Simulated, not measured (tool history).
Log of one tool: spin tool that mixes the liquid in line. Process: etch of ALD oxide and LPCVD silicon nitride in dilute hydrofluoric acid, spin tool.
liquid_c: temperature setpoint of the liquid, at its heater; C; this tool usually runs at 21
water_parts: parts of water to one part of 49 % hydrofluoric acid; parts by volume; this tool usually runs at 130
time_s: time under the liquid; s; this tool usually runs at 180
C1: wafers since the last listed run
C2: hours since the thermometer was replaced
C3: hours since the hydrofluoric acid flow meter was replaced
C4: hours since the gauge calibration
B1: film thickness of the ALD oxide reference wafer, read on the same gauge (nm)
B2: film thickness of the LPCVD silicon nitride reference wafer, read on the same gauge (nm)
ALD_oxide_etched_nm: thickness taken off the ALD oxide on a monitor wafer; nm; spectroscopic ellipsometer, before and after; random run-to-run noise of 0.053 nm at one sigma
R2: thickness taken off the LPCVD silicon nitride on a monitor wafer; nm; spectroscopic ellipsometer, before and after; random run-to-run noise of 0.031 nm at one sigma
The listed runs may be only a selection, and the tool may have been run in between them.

{"run": 1, "hour": 0.0, "liquid_c": 21, "water_parts": 105, "time_s": 180, "C1": 0, "C2": 1947.4, "C3": 1895.2, "C4": 270, "B1": 119.98, "B2": 99.974, "ALD_oxide_etched_nm": 20.99, "R2": 0.638}
{"run": 2, "hour": 9.8, "liquid_c": 17.5, "water_parts": 130, "time_s": 180, "C1": 78, "C2": 1957.2, "C3": 1905, "C4": 279.8, "B1": 120.05, "B2": 100.045, "ALD_oxide_etched_nm": 14.28, "R2": 0.379}
{"run": 3, "hour": 20.6, "liquid_c": 21, "water_parts": 100, "time_s": 255, "C1": 86, "C2": 1968, "C3": 1915.8, "C4": 290.6, "B1": 119.98, "B2": 100.042, "ALD_oxide_etched_nm": 31.19, "R2": 0.995}
{"run": 4, "hour": 28.0, "liquid_c": 21, "water_parts": 100, "time_s": 255, "C1": 59, "C2": 1975.4, "C3": 1923.2, "C4": 298, "B1": 119.98, "B2": 100.019, "ALD_oxide_etched_nm": 31.32, "R2": 0.87}
{"run": 5, "hour": 38.9, "liquid_c": 21, "water_parts": 130, "time_s": 180, "C1": 86, "C2": 1986.3, "C3": 1934.1, "C4": 308.9, "B1": 120.01, "B2": 100.006, "ALD_oxide_etched_nm": 16.53, "R2": 0.55}
{"run": 6, "hour": 49.4, "liquid_c": 21, "water_parts": 130, "time_s": 180, "C1": 83, "C2": 1996.8, "C3": 1944.6, "C4": 319.4, "B1": 120.04, "B2": 99.977, "ALD_oxide_etched_nm": 16.48, "R2": 0.474}
{"run": 7, "hour": 60.6, "liquid_c": 21, "water_parts": 130, "time_s": 135, "C1": 89, "C2": 2008, "C3": 1955.8, "C4": 330.6, "B1": 119.97, "B2": 99.992, "ALD_oxide_etched_nm": 12.4, "R2": 0.352}
{"run": 8, "hour": 77.3, "liquid_c": 21, "water_parts": 130, "time_s": 180, "C1": 133, "C2": 2024.7, "C3": 1972.5, "C4": 347.3, "B1": 120, "B2": 99.969, "ALD_oxide_etched_nm": 16.64, "R2": 0.477}
{"run": 9, "hour": 93.2, "liquid_c": 21, "water_parts": 130, "time_s": 180, "C1": 126, "C2": 2040.6, "C3": 1988.4, "C4": 363.2, "B1": 120.03, "B2": 99.962, "ALD_oxide_etched_nm": 16.47, "R2": 0.45}
{"hour": 98.4, "done": "gauge calibrated"}
{"run": 10, "hour": 105.7, "liquid_c": 21, "water_parts": 130, "time_s": 180, "C1": 99, "C2": 2053.1, "C3": 2000.9, "C4": 7.3, "B1": 119.99, "B2": 99.987, "ALD_oxide_etched_nm": 16.51, "R2": 0.442}
{"run": 11, "hour": 113.4, "liquid_c": 21, "water_parts": 130, "time_s": 155, "C1": 61, "C2": 2060.8, "C3": 2008.6, "C4": 15, "B1": 119.99, "B2": 100.009, "ALD_oxide_etched_nm": 14.31, "R2": 0.428}
{"run": 12, "hour": 121.1, "liquid_c": 21, "water_parts": 130, "time_s": 180, "C1": 61, "C2": 2068.5, "C3": 2016.3, "C4": 22.7, "B1": 119.94, "B2": 100.032, "ALD_oxide_etched_nm": 16.48, "R2": 0.461}
{"run": 13, "hour": 137.1, "liquid_c": 21, "water_parts": 130, "time_s": 130, "C1": 127, "C2": 2084.5, "C3": 2032.3, "C4": 38.7, "B1": 120.01, "B2": 99.989, "ALD_oxide_etched_nm": 11.94, "R2": 0.347}
{"run": 14, "hour": 153.2, "liquid_c": 22.5, "water_parts": 190, "time_s": 180, "C1": 128, "C2": 2100.6, "C3": 2048.4, "C4": 54.8, "B1": 119.99, "B2": 99.984, "ALD_oxide_etched_nm": 11.35, "R2": 0.409}
{"hour": 158.3, "done": "hydrofluoric acid flow meter replaced"}
{"run": 15, "hour": 160.6, "liquid_c": 21, "water_parts": 105, "time_s": 245, "C1": 51, "C2": 2108, "C3": 2.3, "C4": 62.2, "B1": 120.01, "B2": 100.002, "ALD_oxide_etched_nm": 25.92, "R2": 0.73}
{"run": 16, "hour": 191.7, "liquid_c": 17.5, "water_parts": 175, "time_s": 180, "C1": 248, "C2": 2139.1, "C3": 33.4, "C4": 93.3, "B1": 119.95, "B2": 99.997, "ALD_oxide_etched_nm": 9.27, "R2": 0.262}
{"run": 17, "hour": 200.6, "liquid_c": 21, "water_parts": 130, "time_s": 140, "C1": 70, "C2": 2148, "C3": 42.3, "C4": 102.2, "B1": 120.07, "B2": 99.968, "ALD_oxide_etched_nm": 11.71, "R2": 0.343}
{"run": 18, "hour": 212.0, "liquid_c": 19, "water_parts": 130, "time_s": 180, "C1": 90, "C2": 2159.4, "C3": 53.7, "C4": 113.6, "B1": 119.99, "B2": 99.995, "ALD_oxide_etched_nm": 13.85, "R2": 0.366}
{"run": 19, "hour": 218.4, "liquid_c": 24, "water_parts": 165, "time_s": 180, "C1": 51, "C2": 2165.8, "C3": 60.1, "C4": 120, "B1": 119.95, "B2": 99.992, "ALD_oxide_etched_nm": 12.92, "R2": 0.418}
{"run": 20, "hour": 229.7, "liquid_c": 21, "water_parts": 130, "time_s": 135, "C1": 90, "C2": 2177.1, "C3": 71.4, "C4": 131.3, "B1": 120.01, "B2": 100.019, "ALD_oxide_etched_nm": 11.29, "R2": 0.341}
{"run": 21, "hour": 244.7, "liquid_c": 21, "water_parts": 130, "time_s": 215, "C1": 119, "C2": 2192.1, "C3": 86.4, "C4": 146.3, "B1": 119.98, "B2": 99.993, "ALD_oxide_etched_nm": 18.03, "R2": 0.492}
{"hour": 254.7, "done": "thermometer replaced"}
{"run": 22, "hour": 255.7, "liquid_c": 19, "water_parts": 80, "time_s": 125, "C1": 79, "C2": 1, "C3": 97.4, "C4": 157.3, "B1": 120.01, "B2": 99.995, "ALD_oxide_etched_nm": 18.42, "R2": 0.498}
{"run": 23, "hour": 273.1, "liquid_c": 21, "water_parts": 130, "time_s": 180, "C1": 138, "C2": 18.4, "C3": 114.8, "C4": 174.7, "B1": 120.02, "B2": 99.971, "ALD_oxide_etched_nm": 16.68, "R2": 0.536}
{"run": 24, "hour": 289.2, "liquid_c": 21, "water_parts": 130, "time_s": 180, "C1": 128, "C2": 34.5, "C3": 130.9, "C4": 190.8, "B1": 120, "B2": 99.979, "ALD_oxide_etched_nm": 16.72, "R2": 0.528}
{"run": 25, "hour": 340.7, "liquid_c": 21, "water_parts": 155, "time_s": 180, "C1": 410, "C2": 86, "C3": 182.4, "C4": 242.3, "B1": 120.02, "B2": 99.975, "ALD_oxide_etched_nm": 13.64, "R2": 0.457}

Here are 5 independent what-if runs from the current tool condition. What would each one return?
{"run": "A", "hour": 341.2, "liquid_c": 21, "water_parts": 130, "time_s": 115, "C1": 3, "C2": 86.5, "C3": 182.9, "C4": 242.8, "B1": "?", "B2": "?", "ALD_oxide_etched_nm": "?", "R2": "?"}
{"run": "B", "hour": 341.2, "liquid_c": 19.5, "water_parts": 130, "time_s": 180, "C1": 3, "C2": 86.5, "C3": 182.9, "C4": 242.8, "B1": "?", "B2": "?", "ALD_oxide_etched_nm": "?", "R2": "?"}
{"run": "C", "hour": 341.2, "liquid_c": 24.5, "water_parts": 130, "time_s": 180, "C1": 3, "C2": 86.5, "C3": 182.9, "C4": 242.8, "B1": "?", "B2": "?", "ALD_oxide_etched_nm": "?", "R2": "?"}
{"run": "D", "hour": 341.2, "liquid_c": 17, "water_parts": 160, "time_s": 120, "C1": 3, "C2": 86.5, "C3": 182.9, "C4": 242.8, "B1": "?", "B2": "?", "ALD_oxide_etched_nm": "?", "R2": "?"}
{"run": "E", "hour": 341.2, "liquid_c": 23.5, "water_parts": 130, "time_s": 120, "C1": 3, "C2": 86.5, "C3": 182.9, "C4": 242.8, "B1": "?", "B2": "?", "ALD_oxide_etched_nm": "?", "R2": "?"}

run=A B1=119.98 B2=100.004 ALD_oxide_etched_nm=10.67 R2=0.322
run=B B1=119.98 B2=100.004 ALD_oxide_etched_nm=15.71 R2=0.455
run=C B1=119.98 B2=100.004 ALD_oxide_etched_nm=19.16 R2=0.634
run=D B1=119.98 B2=100.004 ALD_oxide_etched_nm=7.46 R2=0.209
run=E B1=119.98 B2=100.004 ALD_oxide_etched_nm=12.29 R2=0.396
With no hidden state in the tool, these same runs would have given:
run=A ALD_oxide_etched_nm=10.35 R2=0.315
run=B ALD_oxide_etched_nm=15.25 R2=0.446
run=C ALD_oxide_etched_nm=18.58 R2=0.62
run=D ALD_oxide_etched_nm=7.24 R2=0.205
run=E ALD_oxide_etched_nm=11.92 R2=0.388
